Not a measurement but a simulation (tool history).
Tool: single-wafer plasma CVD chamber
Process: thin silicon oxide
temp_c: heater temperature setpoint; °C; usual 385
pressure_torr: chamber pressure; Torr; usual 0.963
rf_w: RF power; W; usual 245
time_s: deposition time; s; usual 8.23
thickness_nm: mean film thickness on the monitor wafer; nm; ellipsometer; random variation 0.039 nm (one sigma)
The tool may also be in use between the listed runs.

| run | hour | temp_c | pressure_torr | rf_w | time_s | read-back reference wafer on the same gauge, thickness_nm | thickness_nm |
|---|---|---|---|---|---|---|---|
| 1 | 0.0 | 385 | 0.963 | 245 | 7.68 | 18.084 | 15.994 |
| 2 | 52.1 | 385 | 0.963 | 245 | 8.23 | 18.088 | 17.156 |
| 3 | 85.9 | 385 | 0.963 | 245 | 8.23 | 18.108 | 17.105 |
| 4 | 112.8 | 385 | 0.963 | 245 | 8.23 | 18.083 | 17.142 |
| 5 | 171.6 | 385 | 0.963 | 245 | 8.23 | 18.107 | 17.108 |
| 6 | 208.6 | 385 | 0.963 | 245 | 8.23 | 18.104 | 17.055 |
| 7 | 252.3 | 385 | 0.963 | 245 | 8.23 | 18.123 | 17.141 |
| 8 | 299.4 | 385 | 0.963 | 245 | 8.23 | 18.111 | 17.113 |
| 9 | 325.2 | 373 | 0.963 | 245 | 8.23 | 18.100 | 17.222 |
| 10 | 391.6 | 373 | 0.963 | 245 | 8.23 | 18.103 | 17.239 |
| 11 | 435.5 | 385 | 0.963 | 245 | 8.23 | 18.106 | 17.097 |
| 12 | 485.5 | 385 | 0.963 | 245 | 8.23 | 18.105 | 17.106 |
| 13 | 553.9 | 391 | 1.203 | 245 | 7.00 | 18.093 | 16.277 |
|  | 573.6 | RF generator calibrated |
|  | 584.1 | gauge calibrated |
| 14 | 624.4 | 394 | 1.072 | 265 | 9.47 | 18.107 | 21.619 |
|  | 645.4 | capacitance manometer re-zeroed and calibrated |
| 15 | 679.5 | 385 | 0.963 | 245 | 8.23 | 18.098 | 17.497 |
| 16 | 725.4 | 385 | 0.963 | 245 | 8.23 | 18.110 | 17.440 |
| 17 | 752.4 | 391 | 0.963 | 260 | 8.78 | 18.096 | 19.037 |
| 18 | 801.2 | 389 | 0.762 | 280 | 8.23 | 18.078 | 16.136 |
|  | 813.9 | thermocouple changed; heater temperature recalibrated |
| 19 | 847.3 | 397 | 0.786 | 285 | 9.04 | 18.115 | 18.030 |
| 20 | 898.7 | 385 | 1.160 | 265 | 8.23 | 18.108 | 19.973 |
| 21 | 930.6 | 392 | 1.111 | 275 | 9.51 | 18.104 | 22.765 |
|  | 998.1 | showerhead replaced |
| 22 | 998.6 | 397 | 0.963 | 245 | 6.80 | 18.106 | 14.161 |
| 23 | 1057.8 | 371 | 0.732 | 275 | 7.03 | 18.089 | 13.358 |
| 24 | 1109.0 | 385 | 0.963 | 245 | 8.86 | 18.102 | 18.614 |
| 25 | 1156.4 | 385 | 1.149 | 260 | 8.23 | 18.117 | 19.558 |
| 26 | 1207.5 | 385 | 0.963 | 245 | 8.23 | 18.105 | 17.211 |
| 27 | 1279.5 | 378 | 0.963 | 245 | 8.23 | 18.104 | 17.355 |
|  | 1306.9 | gauge calibrated |
| 28 | 1323.1 | 385 | 0.724 | 245 | 8.23 | 18.105 | 14.342 |

What the log doesn't show, run by run:
wafer temperature above the value expected at the setpoint (K): 0 in every run
delivered RF power above the setpoint (%): 0 in every run
gauge reads high (%): 0 in every run
H1: true pressure above the setpoint (%)
| run | H1 |
|---|---|
| 1 | -3.06 |
| 2 | -3.09 |
| 3 | -3.11 |
| 4 | -3.13 |
| 5 | -3.16 |
| 6 | -3.18 |
| 7 | -3.2 |
| 8 | -3.23 |
| 9 | -3.24 |
| 10 | -3.26 |
| 11 | -3.28 |
| 12 | -3.3 |
| 13 | -3.32 |
| 14 | -3.34 |
| 15 | 0.104 |
| 16 | -0.0829 |
| 17 | -0.187 |
| 18 | -0.366 |
| 19 | -0.524 |
| 20 | -0.689 |
| 21 | -0.785 |
| 22 | -0.977 |
| 23 | -1.13 |
| 24 | -1.25 |
| 25 | -1.36 |
| 26 | -1.46 |
| 27 | -1.6 |
| 28 | -1.68 |

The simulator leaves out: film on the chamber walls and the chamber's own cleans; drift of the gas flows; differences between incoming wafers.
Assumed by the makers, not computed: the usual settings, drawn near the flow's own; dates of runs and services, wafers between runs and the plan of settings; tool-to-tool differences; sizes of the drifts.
